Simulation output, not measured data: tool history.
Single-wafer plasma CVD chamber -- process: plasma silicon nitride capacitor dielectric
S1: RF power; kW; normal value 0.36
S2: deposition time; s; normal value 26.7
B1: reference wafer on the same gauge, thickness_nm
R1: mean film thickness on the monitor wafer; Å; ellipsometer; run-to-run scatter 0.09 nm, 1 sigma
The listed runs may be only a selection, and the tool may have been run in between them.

run     day     S1    S2      B1      R1
  1       0   0.36  24.2  32.377  326.62
      1.854  -- gauge calibrated
  2   4.175   0.36  26.7  32.396  357.22
  3   4.825   0.36  26.7  32.376  360.15
  4   5.883   0.36  26.7  32.406  356.48
  5   7.825   0.36  26.7  32.387  357.77
  6   9.117   0.36  26.7  32.399  357.51
  7  10.383   0.39  26.7  32.396  366.92
  8  11.625   0.39  26.7  32.397  367.18
  9  12.254   0.36  26.7  32.397  355.43
     12.825  -- RF generator calibrated
 10  12.962   0.36  26.7  32.399  367.73
 11  14.292   0.36  26.7  32.408  366.23
     14.779  -- showerhead replaced
 12  15.038   0.36  26.7  32.405  368.66
 13  16.612  0.335  22.5  32.383  302.27
     17.362  -- gauge calibrated
 14  17.821  0.325  29.6  32.413  392.06
 15  18.438   0.36  26.7  32.367  366.43
 16  19.521   0.36  26.7  32.388  367.02
 17  20.271  0.425  30.9  32.377     452

Forecast run 18:
 18  20.908  0.305  31.4   ?   ?

{"run 18": {"B1": 32.391, "R1": 404.99}}
Minus the tool's unlogged condition, the same run would have read R1 406.79 Å.

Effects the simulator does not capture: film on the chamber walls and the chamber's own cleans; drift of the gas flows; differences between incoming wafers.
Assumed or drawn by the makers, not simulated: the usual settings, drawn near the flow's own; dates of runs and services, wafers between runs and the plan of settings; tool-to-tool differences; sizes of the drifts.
